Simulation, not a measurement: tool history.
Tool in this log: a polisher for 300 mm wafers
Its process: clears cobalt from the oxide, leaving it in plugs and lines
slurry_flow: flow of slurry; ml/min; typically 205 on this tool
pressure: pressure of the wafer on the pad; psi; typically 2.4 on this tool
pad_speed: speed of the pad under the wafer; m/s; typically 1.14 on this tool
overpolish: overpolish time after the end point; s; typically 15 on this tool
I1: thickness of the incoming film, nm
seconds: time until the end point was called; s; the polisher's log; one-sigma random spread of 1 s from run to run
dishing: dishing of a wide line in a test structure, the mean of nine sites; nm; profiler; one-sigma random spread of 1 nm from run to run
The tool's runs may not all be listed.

run 1 hour=0.0 | slurry_flow=205 pressure=2.4 pad_speed=1.14 overpolish=15 | I1=322.2 | seconds=56.5 dishing=56.1
run 2 hour=27.2 | slurry_flow=205 pressure=2.4 pad_speed=1.14 overpolish=11 | I1=320.8 | seconds=55.3 dishing=47.4
run 3 hour=46.3 | slurry_flow=205 pressure=2.4 pad_speed=1.14 overpolish=11 | I1=320.1 | seconds=56.2 dishing=45.7
run 4 hour=74.1 | slurry_flow=180 pressure=2.4 pad_speed=1.14 overpolish=15 | I1=319.1 | seconds=60.2 dishing=54.2
run 5 hour=104.1 | slurry_flow=180 pressure=2.4 pad_speed=1.14 overpolish=15 | I1=323.6 | seconds=56.1 dishing=53.6
run 6 hour=137.8 | slurry_flow=180 pressure=2.4 pad_speed=1.14 overpolish=15 | I1=320.1 | seconds=59.6 dishing=51.8
run 7 hour=160.7 | slurry_flow=220 pressure=2.4 pad_speed=1.14 overpolish=15 | I1=319.3 | seconds=55.2 dishing=57.3
run 8 hour=177.1 | slurry_flow=205 pressure=2.4 pad_speed=0.88 overpolish=15 | I1=319.2 | seconds=67.7 dishing=49.4
run 9 hour=193.1 | slurry_flow=205 pressure=1.7 pad_speed=1.52 overpolish=15 | I1=316.8 | seconds=68.0 dishing=50.0
run 10 hour=214.6 | slurry_flow=180 pressure=2.4 pad_speed=1.14 overpolish=15 | I1=317.3 | seconds=55.3 dishing=57.5
run 11 hour=248.0 | slurry_flow=270 pressure=1.7 pad_speed=1.46 overpolish=17 | I1=320.8 | seconds=66.8 dishing=54.6
run 12 hour=262.4 | slurry_flow=180 pressure=2.4 pad_speed=1.14 overpolish=15 | I1=324.3 | seconds=55.2 dishing=55.6
run 13 hour=277.1 | slurry_flow=235 pressure=1.9 pad_speed=1.46 overpolish=15 | I1=317.6 | seconds=53.7 dishing=53.8
run 14 hour=312.0 | slurry_flow=165 pressure=1.9 pad_speed=0.90 overpolish=18 | I1=319.9 | seconds=90.8 dishing=45.8

Taken out of this log: 7 entries between the listed runs. Where each belongs, and how the hidden state differs across it:
Logged between run 1 and run 2: worn pad replaced by a new one (hour 26.7)
  removal rate lost through wear of the pad, %: 3.1 -> 0.538
  measured less the result without the state, seconds: +1.7 -> +0.3 s; dishing: -1.1 -> -0.2 nm
Logged between run 4 and run 5: worn pad replaced by a new one (hour 83.9)
  removal rate lost through wear of the pad, %: 7.46 -> 3.26
  measured less the result without the state, seconds: +4.5 -> +1.9 s; dishing: -2.8 -> -1.2 nm
Logged between run 5 and run 6: head pressure recalibrated (hour 125.5)
  removal rate lost through wear of the pad, %: 3.26 -> 11
  measured less the result without the state, seconds: +1.9 -> +6.5 s; dishing: -1.2 -> -4.1 nm
Logged between run 6 and run 7: worn pad replaced by a new one (hour 142.0)
  removal rate lost through wear of the pad, %: 11 -> 2.74
  measured less the result without the state, seconds: +6.5 -> +1.5 s; dishing: -4.1 -> -1.0 nm
Logged between run 7 and run 8: slurry nozzle cleaned (hour 176.6)
  removal rate lost through wear of the pad, %: 2.74 -> 5.47
  measured less the result without the state, seconds: +1.5 -> +3.7 s; dishing: -1.0 -> -1.9 nm
Logged between run 9 and run 10: worn pad replaced by a new one (hour 200.8)
  removal rate lost through wear of the pad, %: 9.72 -> 1.28
  measured less the result without the state, seconds: +6.6 -> +0.7 s; dishing: -3.7 -> -0.5 nm
Logged between run 11 and run 12: worn pad replaced by a new one (hour 260.7)
  removal rate lost through wear of the pad, %: 7.55 -> 1.23
  measured less the result without the state, seconds: +5.1 -> +0.7 s; dishing: -2.8 -> -0.4 nm
